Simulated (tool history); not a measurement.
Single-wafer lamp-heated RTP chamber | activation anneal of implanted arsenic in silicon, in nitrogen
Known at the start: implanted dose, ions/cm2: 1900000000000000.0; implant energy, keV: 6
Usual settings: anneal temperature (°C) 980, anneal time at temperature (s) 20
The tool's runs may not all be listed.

run,day,anneal temperature (°C),anneal time at temperature (s),"read-back reference wafer on the same gauge, sheet resistance",sheet resistance of the implanted and annealed layer (ohm/square)
1,0,980,25,136.12,143.61
# day 1.817: pyrometer window cleaned and pyrometer calibrated
2,2.208,994,28,135.91,124.42
3,3.079,959,20,136.25,177
4,4.383,959,20,136.02,176.96
5,5.067,959,20,136.3,177.41
6,5.646,980,20,136.54,153.46
7,6.304,980,20,136.2,152.47
8,9.512,980,20,136.76,152.22
9,10.354,1003,27,136.53,116.39
10,11.238,980,20,136.21,152.45
11,12.45,980,20,136.66,152.24
# day 13.25: reflector plate cleaned
12,13.55,980,20,136.71,152.45
13,14.696,980,12,136.94,171.72
# day 15.925: pyrometer window cleaned and pyrometer calibrated
14,15.946,980,12,136.91,170.89
15,16.612,980,20,136.91,153.94
16,17.912,980,20,137.06,153.12
17,18.679,980,20,137.02,153.81
18,20.133,980,20,137.17,153.31
19,21.125,980,20,137.25,153.54
20,22.175,958,24,137.56,173.81
21,23.075,980,29,137.39,140.31
22,24.104,980,10,137.79,178.56
23,24.942,995,17,137.83,143.14
24,26.217,1007,11,137.85,145.21
25,27.575,993,20,137.94,139.18
26,28.354,1003,27,138.33,117.52
# day 28.758: pyrometer window cleaned and pyrometer calibrated
27,29.612,980,20,138.36,154.99
28,30.308,1006,20,138.36,125.43
# day 31.271: gauge calibrated
29,31.471,980,14,136.01,164.85
30,32.4,1005,20,135.99,123.67
31,33.238,972,26,136.05,151.64
32,34.562,970,11,135.87,183.9
33,35.8,988,27,136.02,131.55
34,37.283,989,29,135.93,129.32
35,38.75,980,20,135.87,151.66
36,39.354,980,20,136.03,151.74

5 ways to go on from here, each from the tool as it stands after run 36. What would each give?
A,39.371,980,20,?,?
B,39.371,998,32,?,?
C,39.371,958,10,?,?
D,39.371,972,31,?,?
E,39.371,963,11,?,?

run,"read-back reference wafer on the same gauge, sheet resistance",sheet resistance of the implanted and annealed layer (ohm/square)
A,136.15,151.76
B,136.15,115.15
C,136.15,199.44
D,136.15,145.14
E,136.15,191.56
Without the tool's hidden state the same runs would have given:
run,sheet resistance of the implanted and annealed layer (ohm/square)
A,151.76
B,115.15
C,199.45
D,145.15
E,191.57

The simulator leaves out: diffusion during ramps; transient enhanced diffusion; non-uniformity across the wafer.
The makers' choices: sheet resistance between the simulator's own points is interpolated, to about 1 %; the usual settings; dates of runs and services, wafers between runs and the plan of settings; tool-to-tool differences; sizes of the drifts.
